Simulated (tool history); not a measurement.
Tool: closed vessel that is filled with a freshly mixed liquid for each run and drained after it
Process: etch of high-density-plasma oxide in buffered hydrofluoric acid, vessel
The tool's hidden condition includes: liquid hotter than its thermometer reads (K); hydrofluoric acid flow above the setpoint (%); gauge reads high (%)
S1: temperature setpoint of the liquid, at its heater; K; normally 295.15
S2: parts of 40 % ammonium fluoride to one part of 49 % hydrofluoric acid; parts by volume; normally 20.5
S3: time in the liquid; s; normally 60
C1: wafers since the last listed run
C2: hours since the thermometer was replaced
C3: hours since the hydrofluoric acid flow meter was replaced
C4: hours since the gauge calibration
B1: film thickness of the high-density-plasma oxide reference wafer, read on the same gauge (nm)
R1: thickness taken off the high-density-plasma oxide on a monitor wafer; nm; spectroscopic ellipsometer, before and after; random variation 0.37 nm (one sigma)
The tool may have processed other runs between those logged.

run 1 day=0.000 | S1=295.15 S2=20.5 S3=40 | C1=0 C2=1921.0 C3=1024.2 C4=802.7 | B1=59.98 | R1=36.60
run 2 day=4.417 | S1=293.15 S2=20.5 S3=75 | C1=12380 C2=2027.0 C3=1130.2 C4=908.7 | B1=59.93 | R1=61.67
run 3 day=8.312 | S1=293.15 S2=20.5 S3=75 | C1=10920 C2=2120.5 C3=1223.7 C4=1002.2 | B1=60.01 | R1=61.66
run 4 day=12.650 | S1=295.15 S2=20.5 S3=35 | C1=12158 C2=2224.6 C3=1327.8 C4=1106.3 | B1=60.00 | R1=32.35
run 5 day=16.692 | S1=295.15 S2=20.5 S3=60 | C1=11329 C2=2321.6 C3=1424.8 C4=1203.3 | B1=60.03 | R1=55.85
run 6 day=19.071 | S1=295.15 S2=20.5 S3=60 | C1=6668 C2=2378.7 C3=1481.9 C4=1260.4 | B1=59.99 | R1=55.66
run 7 day=21.104 | S1=295.15 S2=20.5 S3=60 | C1=5699 C2=2427.5 C3=1530.7 C4=1309.2 | B1=59.98 | R1=55.81
run 8 day=23.279 | S1=295.15 S2=20.5 S3=60 | C1=6096 C2=2479.7 C3=1582.9 C4=1361.4 | B1=60.00 | R1=57.37
run 9 day=27.146 | S1=295.15 S2=20.5 S3=60 | C1=10838 C2=2572.5 C3=1675.7 C4=1454.2 | B1=60.01 | R1=56.97
run 10 day=29.317 | S1=295.15 S2=20.5 S3=60 | C1=6084 C2=2624.6 C3=1727.8 C4=1506.3 | B1=60.00 | R1=56.54
-- day=29.458 thermometer replaced
-- day=33.246 gauge calibrated
run 11 day=34.717 | S1=295.15 S2=18.0 S3=60 | C1=15019 C2=126.2 C3=1857.4 C4=35.3 | B1=60.05 | R1=65.00
run 12 day=36.258 | S1=295.15 S2=20.5 S3=60 | C1=4321 C2=163.2 C3=1894.4 C4=72.3 | B1=59.96 | R1=57.36
-- day=39.317 hydrofluoric acid flow meter replaced
run 13 day=40.412 | S1=295.15 S2=20.5 S3=30 | C1=11527 C2=262.9 C3=26.3 C4=172.0 | B1=60.00 | R1=26.02
run 14 day=42.317 | S1=297.65 S2=20.5 S3=85 | C1=5337 C2=308.6 C3=72.0 C4=217.7 | B1=59.99 | R1=84.18
run 15 day=43.967 | S1=295.15 S2=14.5 S3=60 | C1=4625 C2=348.2 C3=111.6 C4=257.3 | B1=60.01 | R1=72.70
run 16 day=45.904 | S1=298.65 S2=25.5 S3=40 | C1=5430 C2=394.7 C3=158.1 C4=303.8 | B1=59.97 | R1=36.76
run 17 day=49.233 | S1=295.15 S2=20.5 S3=60 | C1=9331 C2=474.6 C3=238.0 C4=383.7 | B1=60.01 | R1=52.72
run 18 day=50.883 | S1=295.15 S2=15.0 S3=30 | C1=4625 C2=514.2 C3=277.6 C4=423.3 | B1=59.97 | R1=35.90
run 19 day=53.921 | S1=300.15 S2=26.0 S3=80 | C1=8514 C2=587.1 C3=350.5 C4=496.2 | B1=59.99 | R1=78.67
run 20 day=58.392 | S1=293.15 S2=18.5 S3=70 | C1=12532 C2=694.4 C3=457.8 C4=603.5 | B1=60.00 | R1=60.80
run 21 day=60.417 | S1=297.65 S2=25.5 S3=35 | C1=5676 C2=743.0 C3=506.4 C4=652.1 | B1=60.00 | R1=30.69
run 22 day=64.233 | S1=297.15 S2=20.5 S3=60 | C1=10698 C2=834.6 C3=598.0 C4=743.7 | B1=59.97 | R1=59.48

Measured minus without-hidden-state, run by run (identical run-to-run variation in each term; gauge scatter may differ):
run=1 R1=+2.22
run=2 R1=+4.04
run=3 R1=+4.31
run=4 R1=+2.41
run=5 R1=+4.40
run=6 R1=+4.53
run=7 R1=+4.66
run=8 R1=+4.92
run=9 R1=+5.13
run=10 R1=+5.21
run=11 R1=+6.77
run=12 R1=+5.70
run=13 R1=+0.16
run=14 R1=+0.67
run=15 R1=+0.96
run=16 R1=+0.40
run=17 R1=+0.73
run=18 R1=+0.78
run=19 R1=+1.40
run=20 R1=+1.88
run=21 R1=+0.72
run=22 R1=+1.82
